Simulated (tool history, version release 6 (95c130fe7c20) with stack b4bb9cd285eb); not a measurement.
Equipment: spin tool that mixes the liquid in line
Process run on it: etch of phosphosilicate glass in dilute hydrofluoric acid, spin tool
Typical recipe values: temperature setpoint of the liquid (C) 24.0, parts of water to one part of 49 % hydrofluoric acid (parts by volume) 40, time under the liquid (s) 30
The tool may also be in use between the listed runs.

run,day,temperature setpoint of the liquid (C),parts of water to one part of 49 % hydrofluoric acid (parts by volume),time under the liquid (s),wafers since the last listed run,hours since the thermometer was replaced,hours since the hydrofluoric acid flow meter was replaced,hours since the gauge calibration,"read-back film thickness of the phosphosilicate glass reference wafer, read on the same gauge (nm)",thickness taken off the phosphosilicate glass on a monitor wafer (nm)
1,0.000,24.0,40,30,0,2220.6,1912.6,27.2,129.99,137.45
2,0.333,24.0,40,30,158,2228.6,1920.6,35.2,130.02,137.64
3,0.583,24.0,40,30,118,2234.6,1926.6,41.2,130.01,137.72
4,0.862,24.0,40,30,132,2241.3,1933.3,47.9,130.01,137.74
5,1.538,24.0,40,30,320,2257.5,1949.5,64.1,129.99,137.69
6,2.604,24.0,40,30,507,2283.1,1975.1,89.7,130.00,137.64
7,2.988,24.0,40,30,182,2292.3,1984.3,98.9,129.99,136.86
8,3.379,24.0,40,30,186,2301.7,1993.7,108.3,130.00,137.63
9,4.046,24.0,40,30,316,2317.7,2009.7,124.3,130.00,135.59
10,4.383,24.0,40,30,160,2325.8,2017.8,132.4,129.99,137.17
11,4.950,24.0,40,30,269,2339.4,2031.4,146.0,130.00,136.92
12,5.404,24.0,40,30,215,2350.3,2042.3,156.9,130.00,135.91
13,5.733,24.0,40,30,156,2358.2,2050.2,164.8,129.99,137.61
14,6.046,24.0,40,30,148,2365.7,2057.7,172.3,130.03,137.27
15,6.417,24.0,30,30,176,2374.6,2066.6,181.2,130.00,185.06
16,6.817,27.5,20,30,190,2384.2,2076.2,190.8,130.02,326.79
17,7.292,22.5,30,25,225,2395.6,2087.6,202.2,130.01,145.31
18,7.862,24.0,35,15,271,2409.3,2101.3,215.9,130.00,78.70
19,8.596,24.0,20,30,348,2426.9,2118.9,233.5,129.99,281.22
# day 9.054: thermometer replaced
20,9.600,21.5,40,15,457,13.1,2143.0,257.6,130.01,61.23
21,10.275,24.0,40,30,320,29.3,2159.2,273.8,130.01,135.88
# day 10.329: hydrofluoric acid flow meter replaced
22,10.554,24.0,40,15,112,36.0,5.4,280.5,129.99,77.20
# day 10.604: gauge calibrated
23,11.275,24.0,40,30,342,53.3,22.7,16.1,129.98,154.83
24,11.767,24.0,40,30,233,65.1,34.5,27.9,130.01,154.49
25,12.108,21.0,35,15,162,73.3,42.7,36.1,130.01,78.52
26,12.400,22.5,40,35,138,80.3,49.7,43.1,130.00,170.48
27,12.808,19.5,50,20,194,90.1,59.5,52.9,130.02,67.59
28,13.333,22.5,60,50,249,102.7,72.1,65.5,130.01,158.01
29,13.642,21.0,45,20,146,110.1,79.5,72.9,129.98,79.43
30,14.033,24.0,35,30,186,119.5,88.9,82.3,130.00,176.98
31,14.717,21.0,40,30,324,135.9,105.3,98.7,129.98,135.70

Entry by entry between the runs, the difference in hidden state between the last listed run before and the first listed run after:
Runs 19 to 20: thermometer replaced (day 9.054)
  hydrofluoric acid flow below the setpoint (%): 12.5 -> 12.7
  measured value less the no-hidden-state value, thickness taken off the phosphosilicate glass on a monitor wafer (nm): -41.48 -> -9.39
Runs 21 to 22: hydrofluoric acid flow meter replaced (day 10.329)
  hydrofluoric acid flow below the setpoint (%): 12.7 -> 0.827
  measured value less the no-hidden-state value, thickness taken off the phosphosilicate glass on a monitor wafer (nm): -21.10 -> -0.67
Runs 22 to 23: gauge calibrated (day 10.604)
  hydrofluoric acid flow below the setpoint (%): 0.827 -> 0.928
  measured value less the no-hidden-state value, thickness taken off the phosphosilicate glass on a monitor wafer (nm): -0.67 -> -1.51
